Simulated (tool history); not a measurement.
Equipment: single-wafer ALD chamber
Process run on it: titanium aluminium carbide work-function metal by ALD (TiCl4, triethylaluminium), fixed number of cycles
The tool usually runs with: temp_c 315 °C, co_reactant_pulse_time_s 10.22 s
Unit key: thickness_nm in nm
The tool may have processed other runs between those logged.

run     day  temp_c  co_reactant_pulse_time_s  read-back reference wafer on the same gauge, thickness_nm  thickness_nm
  1       0     315                     10.22                                                      1.952          2.25
  2     0.8     315                     10.22                                                      1.951         2.261
  3   1.521     315                      7.29                                                      1.949          2.12
  4   4.038     315                      7.29                                                      1.949         2.111
  5   5.196     315                      7.29                                                       1.95         2.126
  6   6.625     315                     10.22                                                       1.95         2.244
  7   9.792     315                     10.22                                                      1.951          2.25
  8  10.354     315                     10.22                                                       1.95         2.234
  9  11.267     315                     10.22                                                       1.95         2.237
 10  12.154     315                     10.22                                                       1.95         2.253
 11  13.133     315                     10.22                                                       1.95         2.234
 12  14.396     315                     10.22                                                      1.948         2.255
     15.162  -- showerhead replaced
 13  15.358     315                     10.22                                                      1.949         2.254
 14  16.275     315                     10.22                                                       1.95         2.253
     16.842  -- gauge calibrated
     17.346  -- triethylaluminium bottle replaced
 15  17.367     315                     10.22                                                      1.949         2.242
 16  18.029     315                     10.22                                                       1.95          2.25
 17  18.654     315                     14.04                                                      1.952         2.284
 18  19.417     315                     10.22                                                      1.948         2.253
 19  20.783     315                     10.22                                                      1.949         2.258
 20  22.142     315                     10.22                                                      1.948         2.244
 21  23.012     304                     10.22                                                      1.953         2.169
 22  23.762     315                     12.79                                                       1.95         2.308
 23  25.092     315                     13.76                                                       1.95         2.282
     25.583  -- thermocouple changed; heater temperature recalibrated
 24  26.492     311                     10.22                                                      1.948         2.219
 25  27.379     315                     10.22                                                      1.951         2.227
 26    28.8     315                      6.38                                                      1.951         2.057
 27  29.683     321                      8.93                                                       1.95         2.237
 28  31.112     309                      9.06                                                      1.948         2.147
 29  31.767     315                     10.22                                                      1.949         2.245
 30  32.862     315                     11.42                                                      1.951          2.29
 31  33.546     307                        13                                                       1.95         2.213
 32  34.558     315                     10.22                                                      1.948         2.238

Predict each of these 5 candidate next runs independently; none follows another, all start after run 32:
  A  34.575     315                     10.22                                                          ?             ?
  B  34.575     315                      12.8                                                          ?             ?
  C  34.575     329                     12.66                                                          ?             ?
  D  34.575     319                      8.15                                                          ?             ?
  E  34.575     326                     12.51                                                          ?             ?

run  read-back reference wafer on the same gauge, thickness_nm  thickness_nm
  A                                                      1.952         2.248
  B                                                      1.952         2.289
  C                                                      1.952          2.41
  D                                                      1.952         2.207
  E                                                      1.952         2.382
Stripped of hidden state, with their random variation kept, the same runs would have yielded:
run  thickness_nm
  A         2.248
  B         2.289
  C          2.41
  D         2.207
  E         2.382
